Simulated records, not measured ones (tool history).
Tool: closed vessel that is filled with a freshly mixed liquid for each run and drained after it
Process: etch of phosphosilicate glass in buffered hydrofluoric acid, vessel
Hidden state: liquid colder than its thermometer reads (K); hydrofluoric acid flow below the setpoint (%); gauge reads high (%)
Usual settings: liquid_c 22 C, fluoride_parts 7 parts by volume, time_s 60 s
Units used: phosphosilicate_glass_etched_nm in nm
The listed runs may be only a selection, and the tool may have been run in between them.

run	hour	liquid_c	fluoride_parts	time_s	wafers since the last listed run	hours since the thermometer was replaced	hours since the hydrofluoric acid flow meter was replaced	hours since the gauge calibration	read-back film thickness of the phosphosilicate glass reference wafer, read on the same gauge (nm)	phosphosilicate_glass_etched_nm
1	0	22	7	60	0	1580.5	232.8	949.1	139.99	370.56
2	25.1	22	7	60	1766	1605.6	257.9	974.2	140.01	373.98
3	43.1	22	9	60	1266	1623.6	275.9	992.2	140.02	286.97
4	67	22	9	60	1681	1647.5	299.8	1016.1	139.99	285
5	85.2	22	7	60	1280	1665.7	318	1034.3	140	371.35
6	108.4	22	7	60	1632	1688.9	341.2	1057.5	139.98	367.58
7	142.1	22	7	60	2371	1722.6	374.9	1091.2	139.97	371.24
8	167.2	22	7	60	1766	1747.7	400	1116.3	139.96	369.49
9	236.4	22	7	60	4868	1816.9	469.2	1185.5	140	365.56
10	262.8	22	7	60	1857	1843.3	495.6	1211.9	139.94	363.92
11	277.9	19.5	5	50	1062	1858.4	510.7	1227	140.03	359.21
12	293.7	25.5	6	60	1111	1874.2	526.5	1242.8	139.96	514.85
13	311.1	27	6	80	1224	1891.6	543.9	1260.2	140.01	736.77
14	325.9	22	7	40	1041	1906.4	558.7	1275	139.97	241.08
15	354.8	17.5	10	85	2033	1935.3	587.6	1303.9	139.95	289.19
# hour 369.5: thermometer replaced
16	382.1	22	7	60	1850	12.6	614.9	1331.2	139.96	362.25
# hour 392.6: hydrofluoric acid flow meter replaced
17	406.4	23.5	7	60	1639	36.9	13.8	1355.5	139.97	406.95
18	433.8	19.5	10	90	1927	64.3	41.2	1382.9	139.99	351.96
19	461	24.5	8	40	1913	91.5	68.4	1410.1	139.99	247.33
20	495.7	24.5	8.5	60	2441	126.2	103.1	1444.8	139.94	348.09
21	520.5	26	9	35	1744	151	127.9	1469.6	139.97	208.61
# hour 541.6: gauge calibrated
22	546.4	18	9	90	1822	176.9	153.8	4.8	140.02	345.29
23	573.3	18	7	80	1892	203.8	180.7	31.7	139.99	396.11
24	597.5	25.5	7	60	1702	228	204.9	55.9	139.96	453.39
25	627.6	19	9	70	2117	258.1	235	86	140.02	282.18
26	644.9	22	7	60	1217	275.4	252.3	103.3	139.97	369
27	666	20	7	60	1484	296.5	273.4	124.4	140.01	331.64
28	742.9	18.5	7	60	5410	373.4	350.3	201.3	139.99	301.39
29	770.8	22	7	60	1963	401.3	378.2	229.2	140	367.98
30	805.3	22	9.5	60	2427	435.8	412.7	263.7	140.02	272.84
31	829.8	23.5	5	30	1723	460.3	437.2	288.2	140.03	266.31
32	861.4	25.5	7	60	2223	491.9	468.8	319.8	139.96	438.12

For each entry between runs, how does the tool's hidden state at the last listed run before it compare with that at the first listed run after it?
After run 15, before run 16: thermometer replaced (hour 369.5)
  hydrofluoric acid flow below the setpoint (%): 3.66 -> 3.82
  measured result minus the result with no hidden state, phosphosilicate_glass_etched_nm: -10.7 -> -15.55 nm
After run 16, before run 17: hydrofluoric acid flow meter replaced (hour 392.6)
  hydrofluoric acid flow below the setpoint (%): 3.82 -> 0.471
  measured result minus the result with no hidden state, phosphosilicate_glass_etched_nm: -15.55 -> -2.07 nm
After run 21, before run 22: gauge calibrated (hour 541.6)
  hydrofluoric acid flow below the setpoint (%): 1.15 -> 1.31
  measured result minus the result with no hidden state, phosphosilicate_glass_etched_nm: -1.52 -> -2.86 nm
